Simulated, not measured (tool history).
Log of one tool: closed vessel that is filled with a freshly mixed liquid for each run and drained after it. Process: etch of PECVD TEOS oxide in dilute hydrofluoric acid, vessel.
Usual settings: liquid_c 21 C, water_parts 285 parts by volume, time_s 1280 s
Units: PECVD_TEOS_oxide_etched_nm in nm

run,day,liquid_c,water_parts,time_s,wafers since the last listed run,hours since the thermometer was replaced,hours since the hydrofluoric acid flow meter was replaced,hours since the gauge calibration,"read-back film thickness of the PECVD TEOS oxide reference wafer, read on the same gauge (nm)",PECVD_TEOS_oxide_etched_nm
1,0,21,240,1280,0,1399.9,791.2,2.4,99.99,59.39
# day 3.254: hydrofluoric acid flow meter replaced
2,4.021,21,240,1280,5772,1496.4,18.4,98.9,99.99,59.44
3,5.979,21,240,1280,2840,1543.4,65.4,145.9,99.99,59.22
4,8.671,21,285,1870,3904,1608,130,210.5,100.03,70.22
5,10.796,21,285,1870,3082,1659,181,261.5,99.99,69.53
6,14.771,21,285,1280,5766,1754.4,276.4,356.9,99.97,48.23
7,18.342,21,285,1125,5180,1840.1,362.1,442.6,99.96,42.18
8,20.054,21,285,1125,2484,1881.2,403.2,483.7,100,42.34
9,23.858,21,285,1280,5518,1972.5,494.5,575,100.02,47.83
10,26.492,21,285,970,3820,2035.7,557.7,638.2,100.01,36.35
11,29.729,21,185,1280,4696,2113.4,635.4,715.9,100,81.29
12,33.692,17,285,900,5748,2208.5,730.5,811,100.01,29.3
13,36.433,18,285,1280,3977,2274.3,796.3,876.8,99.99,43.12
# day 37.608: thermometer replaced
# day 37.65: hydrofluoric acid flow meter replaced
14,39.979,24,350,1280,5022,56.9,55.9,961.9,100,40.68
15,43.412,17,335,880,4980,139.3,138.3,1044.3,99.99,23.34
16,51.796,21,225,1015,12161,340.5,339.5,1245.5,99.97,51.42
17,53.496,21,285,1280,2466,381.3,380.3,1286.3,99.96,47.68

Run 18 comes next. What will it give?
18,55.296,17,205,1640,2611,424.5,423.5,1329.5,?,?

{"run 18": {"read-back film thickness of the PECVD TEOS oxide reference wafer, read on the same gauge (nm)": 100.02, "PECVD_TEOS_oxide_etched_nm": 79.72}}
Without the tool's hidden state the same run would have given PECVD_TEOS_oxide_etched_nm 79.72 nm.

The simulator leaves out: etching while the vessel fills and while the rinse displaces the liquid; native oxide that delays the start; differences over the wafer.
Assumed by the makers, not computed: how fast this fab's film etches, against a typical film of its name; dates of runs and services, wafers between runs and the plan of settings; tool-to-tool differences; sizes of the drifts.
